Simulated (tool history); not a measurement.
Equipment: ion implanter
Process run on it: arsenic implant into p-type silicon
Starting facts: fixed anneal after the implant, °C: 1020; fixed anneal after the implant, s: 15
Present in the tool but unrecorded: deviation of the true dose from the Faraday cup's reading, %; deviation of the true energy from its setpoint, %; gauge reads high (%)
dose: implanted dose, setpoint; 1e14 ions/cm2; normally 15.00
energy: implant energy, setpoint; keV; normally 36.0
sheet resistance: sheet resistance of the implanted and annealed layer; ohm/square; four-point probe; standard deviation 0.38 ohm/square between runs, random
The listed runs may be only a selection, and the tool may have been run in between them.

run	day	dose	energy	wafers since the last listed run	hours since the last dose calibration	hours since the extraction supply was calibrated	hours since the gauge calibration	read-back reference wafer on the same gauge, sheet resistance	sheet resistance
1	0.000	18.19	41.0	0	615.8	5571.3	1473.4	103.07	79.55
2	1.688	18.19	41.0	846	656.3	5611.8	1513.9	103.00	79.86
3	4.362	18.19	41.0	1341	720.5	5676.0	1578.1	102.95	79.90
4	5.667	15.00	36.0	654	751.8	5707.3	1609.4	102.79	90.49
5	8.275	15.00	36.0	1308	814.4	5769.9	1672.0	102.79	90.79
6	10.671	15.00	36.0	1201	871.9	5827.4	1729.5	103.00	90.82
7	13.492	15.00	36.0	1414	939.6	5895.1	1797.2	102.79	90.18
8	15.888	13.63	36.0	1201	997.1	5952.6	1854.7	102.85	95.44
9	17.612	13.63	36.0	865	1038.5	5994.0	1896.1	103.12	95.03
10	19.121	15.00	36.0	756	1074.7	6030.2	1932.3	102.77	91.49
11	20.183	15.00	36.0	532	1100.2	6055.7	1957.8	102.87	90.79
12	22.717	15.00	36.0	1270	1161.0	6116.5	2018.6	102.93	90.96
13	24.992	15.00	36.0	1141	1215.6	6171.1	2073.2	102.61	90.59
# day 25.825: extraction supply calibrated
14	27.483	15.00	36.0	1082	1275.4	39.8	2133.0	102.86	92.32
15	29.242	15.00	36.0	881	1317.6	82.0	2175.2	102.85	91.58
16	30.562	15.00	36.0	662	1349.3	113.7	2206.9	102.85	91.10
17	32.292	15.00	42.0	867	1390.8	155.2	2248.4	102.67	87.79
# day 34.117: Faraday cup replaced and dose calibrated
18	34.138	13.48	47.0	758	0.5	199.5	2292.7	102.95	88.78
# day 34.442: gauge calibrated
19	35.875	15.00	41.5	871	42.2	241.2	34.4	103.05	86.54
20	37.650	18.19	41.0	890	84.8	283.8	77.0	102.89	79.56
21	39.254	13.69	40.5	804	123.3	322.3	115.5	102.87	90.62
22	40.829	15.00	36.0	789	161.1	360.1	153.3	102.78	89.74
23	42.462	15.00	36.0	819	200.3	399.3	192.5	102.77	90.10
24	43.771	18.86	41.0	656	231.7	430.7	223.9	102.74	78.51
25	51.142	17.35	44.0	3697	408.6	607.6	400.8	103.13	79.36
26	52.479	13.56	31.5	670	440.7	639.7	432.9	103.00	97.42
27	54.300	15.00	36.0	913	484.4	683.4	476.6	103.04	89.94
28	55.325	10.55	36.0	514	509.0	708.0	501.2	103.05	108.21
29	56.988	15.00	41.5	833	548.9	747.9	541.1	103.19	86.75
30	58.900	16.21	44.5	959	594.8	793.8	587.0	103.00	81.69
31	60.917	17.88	42.5	1011	643.2	842.2	635.4	102.93	79.04
32	62.992	18.05	29.0	1040	693.0	892.0	685.2	102.92	90.14
33	65.625	15.00	36.0	1320	756.2	955.2	748.4	103.15	90.11
34	68.100	15.00	29.5	1241	815.6	1014.6	807.8	102.86	95.52
35	70.371	19.40	46.0	1139	870.1	1069.1	862.3	103.00	74.55
36	73.317	16.92	27.5	1477	940.8	1139.8	933.0	102.79	94.14
37	80.346	16.78	32.0	3525	1109.5	1308.5	1101.7	102.81	90.53

A few steps of sheet resistance between consecutive runs. Split each: what settings, incoming material and random variation would produce without the hidden state, and what is left over for the hidden state, along with gauge scatter present in only one of the two compared results (measured, and without hidden state):
Run 17 -> 18: dose 15.00 -> 13.48, energy 42.0 -> 47.0, Faraday cup replaced and dose calibrated. sheet resistance +0.99 ohm/square: hidden state -1.90, all else +2.89.
Run 27 -> 28: dose 15.00 -> 10.55. sheet resistance +18.27 ohm/square: hidden state +0.30, all else +17.97.
Run 28 -> 29: dose 10.55 -> 15.00, energy 36.0 -> 41.5. sheet resistance -21.46 ohm/square: hidden state -0.21, all else -21.25.
Run 34 -> 35: dose 15.00 -> 19.40, energy 29.5 -> 46.0. sheet resistance -20.97 ohm/square: hidden state -0.07, all else -20.90.
Run 35 -> 36: dose 19.40 -> 16.92, energy 46.0 -> 27.5. sheet resistance +19.59 ohm/square: hidden state +0.09, all else +19.50.
Run 36 -> 37: dose 16.92 -> 16.78, energy 27.5 -> 32.0. sheet resistance -3.61 ohm/square: hidden state +0.36, all else -3.97.

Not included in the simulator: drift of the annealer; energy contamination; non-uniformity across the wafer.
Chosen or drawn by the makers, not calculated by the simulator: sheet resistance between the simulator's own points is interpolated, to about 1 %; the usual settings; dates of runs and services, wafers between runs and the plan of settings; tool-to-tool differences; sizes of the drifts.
